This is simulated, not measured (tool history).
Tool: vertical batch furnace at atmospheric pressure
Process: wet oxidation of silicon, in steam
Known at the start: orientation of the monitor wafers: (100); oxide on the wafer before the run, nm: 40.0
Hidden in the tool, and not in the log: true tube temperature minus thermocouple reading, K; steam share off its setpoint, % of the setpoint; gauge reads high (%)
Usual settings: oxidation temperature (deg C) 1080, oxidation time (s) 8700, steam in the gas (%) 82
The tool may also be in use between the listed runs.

run,hour,oxidation temperature (deg C),oxidation time (s),steam in the gas (%),wafers since the last listed run,hours since the last temperature calibration,hours since the steam generator was serviced,hours since the gauge calibration,"read-back reference wafer on the same gauge, thickness",oxide thickness on the monitor wafer (Å)
1,0,1080,8700,82,0,4054.5,3749.6,295.7,1118.66,9835
2,22.7,1080,8700,82,219,4077.2,3772.3,318.4,1117.23,9975.7
3,56.7,1080,8700,82,328,4111.2,3806.3,352.4,1116.99,9926.1
4,77.1,1080,8700,82,196,4131.6,3826.7,372.8,1116.48,9962.6
5,94.6,1080,8700,82,168,4149.1,3844.2,390.3,1117.5,9858.7
6,113.6,1080,8700,82,183,4168.1,3863.2,409.3,1114.85,9926.4
7,131.8,1080,8700,82,175,4186.3,3881.4,427.5,1115.73,9973.1
8,146.7,1080,8700,87,143,4201.2,3896.3,442.4,1116.2,10203.2
9,160.6,1080,8700,87,134,4215.1,3910.2,456.3,1116.16,10262.7
10,183.5,1080,8700,90,221,4238,3933.1,479.2,1116.53,10363.9
11,213.1,1080,10680,82,285,4267.6,3962.7,508.8,1117.51,11035.6

Forecast run 12:
# hour 219.1: gauge calibrated
12,233.9,1056,10770,72,200,4288.4,3983.5,14.8,?,?

read-back reference wafer on the same gauge, thickness: 1115.08
oxide thickness on the monitor wafer (Å): 9517.2
Without the tool's hidden state the same run would have given oxide thickness on the monitor wafer (Å) 9517.2.

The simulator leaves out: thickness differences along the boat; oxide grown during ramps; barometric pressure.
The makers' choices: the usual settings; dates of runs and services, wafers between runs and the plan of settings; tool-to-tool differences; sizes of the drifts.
